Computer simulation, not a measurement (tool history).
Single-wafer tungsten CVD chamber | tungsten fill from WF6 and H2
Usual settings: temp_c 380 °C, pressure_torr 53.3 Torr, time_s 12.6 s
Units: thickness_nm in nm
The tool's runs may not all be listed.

run   hour  temp_c  pressure_torr  time_s  read-back reference wafer on the same gauge, thickness_nm  thickness_nm
  1      0     380           53.3    12.6                                                      28.69        31.737
  2   29.1     380           53.3    12.6                                                     28.713        31.611
  3   47.5     380           53.3    12.6                                                     28.735        31.417
      72.1  -- thermocouple changed; heater temperature recalibrated
  4   72.6     380           53.3    12.6                                                     28.715        29.299
  5   99.8     380           53.3    12.6                                                     28.698        29.514
  6  115.8     380           53.3    12.1                                                     28.724        28.184
  7  151.2     380           53.3    12.1                                                     28.709        28.636
  8  183.4     380           53.3    10.9                                                     28.735        25.739
  9  217.3     380           53.3    10.9                                                     28.728        25.716
 10  235.9     380           53.3    10.9                                                     28.704        25.782
 11  248.6     380           53.3    12.6                                                     28.677         29.68
 12  262.5     388           53.3    12.6                                                      28.69        34.389
 13  292.1     385           53.3    11.8                                                     28.715        30.614
 14  380.6     380           44.1    11.8                                                     28.708        25.643
 15  400.9     376           44.3    14.2                                                     28.708        28.675
     428.8  -- showerhead replaced
 16  429.3     365           64.8    13.6                                                     28.728        27.246
 17  448.3     380           61.2    11.9                                                     28.699         30.52
     460.9  -- capacitance manometer re-zeroed and calibrated
 18  470.9     380           53.3    12.6                                                     28.686          30.2
 19    486     380             62    11.8                                                     28.671        30.509
 20  498.4     380           53.3    12.6                                                      28.72        30.241
 21  519.6     384           48.9    11.1                                                     28.691         27.52
 22  548.3     373           60.6    11.4                                                     28.694        25.909
 23  565.5     365           53.3    12.6                                                     28.704        23.155
 24    614     370           57.1    11.2                                                     28.691        23.385
 25  637.9     384           53.3    12.6                                                     28.719        32.792
     665.3  -- gauge calibrated
 26  711.1     380           45.8    12.6                                                     28.714        28.555
 27  730.8     371           53.3    12.6                                                     28.674        26.117
 28  747.6     380             62    11.8                                                     28.682        31.226
 29  780.8     380           53.3    12.6                                                     28.718        30.589
 30    810     380           53.3    12.6                                                     28.703        30.608
 31  898.1     380           64.8    12.6                                                     28.689        33.898
 32  932.6     384           53.3    12.6                                                       28.7        33.195
 33  951.5     380           65.1      15                                                      28.72         40.96
 34  986.6     380           53.3    13.6                                                     28.697        33.486

What the log doesn't show, run by run:
true pressure above the setpoint (%): 0 in every run
gauge reads high (%): 0 in every run
H1: wafer temperature above the value expected at the setpoint (K)
run      H1
  1    4.34
  2    4.36
  3    4.36
  4  0.0773
  5   0.225
  6   0.309
  7   0.491
  8    0.65
  9   0.811
 10   0.897
 11   0.955
 12    1.02
 13    1.15
 14    1.51
 15    1.59
 16    1.69
 17    1.76
 18    1.84
 19    1.89
 20    1.94
 21    2.01
 22     2.1
 23    2.16
 24    2.31
 25    2.38
 26    2.58
 27    2.63
 28    2.68
 29    2.76
 30    2.83
 31    3.03
 32    3.11
 33    3.14
 34    3.22

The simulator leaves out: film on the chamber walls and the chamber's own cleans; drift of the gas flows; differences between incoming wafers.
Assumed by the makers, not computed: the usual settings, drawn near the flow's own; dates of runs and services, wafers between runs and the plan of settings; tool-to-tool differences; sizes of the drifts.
